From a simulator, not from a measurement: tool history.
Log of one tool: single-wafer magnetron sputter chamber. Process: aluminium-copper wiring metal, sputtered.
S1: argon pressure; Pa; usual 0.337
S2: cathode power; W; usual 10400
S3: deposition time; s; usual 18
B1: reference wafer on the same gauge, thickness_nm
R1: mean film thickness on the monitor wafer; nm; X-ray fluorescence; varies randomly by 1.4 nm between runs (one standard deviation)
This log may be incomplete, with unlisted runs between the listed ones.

run   hour     S1     S2    S3       B1       R1
  1      0  0.337  10400    18  396.498  393.712
  2   17.4  0.337  10400    18    396.9  393.843
  3     34  0.337  10400    18  396.913    393.2
  4   40.9  0.337  10400    18  396.749  392.644
  5   48.3  0.337  10400    18  396.717  396.362
  6     65  0.337  10400    18  397.265  395.962
  7   81.1  0.337  10400    18  396.452  392.563
     123.2  -- sputter target and shields replaced
       126  -- magnet pack replaced
  8  126.5  0.337  10400    18  397.446  397.185
  9  134.1  0.337  10400    18  396.788  393.648
 10  150.1  0.337  10400    18  396.733  396.625
 11    159  0.337  10400    18  397.234  393.686
 12  173.1  0.337  10400    18  397.508  392.869
 13  183.8  0.337  10400    18   397.24   394.52
 14  197.4  0.337  10400    18  396.868  394.815
 15  211.9  0.337  10400  16.4  397.327  359.257

Estimate the outcome of run 16 from the log above:
     221.7  -- capacitance manometer re-zeroed and calibrated
 16  227.2  0.337  10400  18   ?   ?

{"run 16": {"B1": 396.653, "R1": 395.39}}
If the tool had no hidden condition, the same run with the same run-to-run variation would have returned R1 395.39 nm.
